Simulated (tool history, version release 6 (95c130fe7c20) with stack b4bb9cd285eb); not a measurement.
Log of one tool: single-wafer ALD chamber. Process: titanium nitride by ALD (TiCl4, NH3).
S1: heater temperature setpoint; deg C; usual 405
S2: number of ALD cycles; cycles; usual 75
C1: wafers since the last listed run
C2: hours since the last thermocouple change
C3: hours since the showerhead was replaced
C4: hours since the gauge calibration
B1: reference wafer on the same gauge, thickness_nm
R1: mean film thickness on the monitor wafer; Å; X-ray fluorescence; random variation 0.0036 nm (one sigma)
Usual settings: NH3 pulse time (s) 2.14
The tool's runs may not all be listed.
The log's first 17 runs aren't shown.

{"run": 18, "hour": 456.4, "S1": 405, "S2": 60, "NH3 pulse time (s)": 2.61, "C1": 246, "C2": 82, "C3": 77.4, "C4": 155.9, "B1": 1.42, "R1": 13.78}
{"run": 19, "hour": 489.6, "S1": 405, "S2": 69, "NH3 pulse time (s)": 1.31, "C1": 109, "C2": 115.2, "C3": 110.6, "C4": 189.1, "B1": 1.421, "R1": 15.37}
{"run": 20, "hour": 524.4, "S1": 405, "S2": 60, "NH3 pulse time (s)": 2.14, "C1": 114, "C2": 150, "C3": 145.4, "C4": 223.9, "B1": 1.421, "R1": 13.7}
{"run": 21, "hour": 549.0, "S1": 417, "S2": 64, "NH3 pulse time (s)": 1.47, "C1": 80, "C2": 174.6, "C3": 170, "C4": 248.5, "B1": 1.42, "R1": 14.38}
{"run": 22, "hour": 570.4, "S1": 415, "S2": 75, "NH3 pulse time (s)": 2.14, "C1": 70, "C2": 196, "C3": 191.4, "C4": 269.9, "B1": 1.419, "R1": 17.1}
{"run": 23, "hour": 596.9, "S1": 419, "S2": 87, "NH3 pulse time (s)": 2.9, "C1": 87, "C2": 222.5, "C3": 217.9, "C4": 296.4, "B1": 1.42, "R1": 20.13}
{"run": 24, "hour": 632.5, "S1": 401, "S2": 84, "NH3 pulse time (s)": 1.71, "C1": 116, "C2": 258.1, "C3": 253.5, "C4": 332, "B1": 1.42, "R1": 18.87}
{"run": 25, "hour": 650.4, "S1": 405, "S2": 75, "NH3 pulse time (s)": 2.14, "C1": 58, "C2": 276, "C3": 271.4, "C4": 349.9, "B1": 1.42, "R1": 17.04}

The next listed run, before its measurement:
{"run": 26, "hour": 666.7, "S1": 398, "S2": 80, "NH3 pulse time (s)": 1.65, "C1": 53, "C2": 292.3, "C3": 287.7, "C4": 366.2, "B1": "?", "R1": "?"}

B1: 1.42
R1: 17.95 Å
Without the tool's hidden state the same run would have given R1 17.95 Å.

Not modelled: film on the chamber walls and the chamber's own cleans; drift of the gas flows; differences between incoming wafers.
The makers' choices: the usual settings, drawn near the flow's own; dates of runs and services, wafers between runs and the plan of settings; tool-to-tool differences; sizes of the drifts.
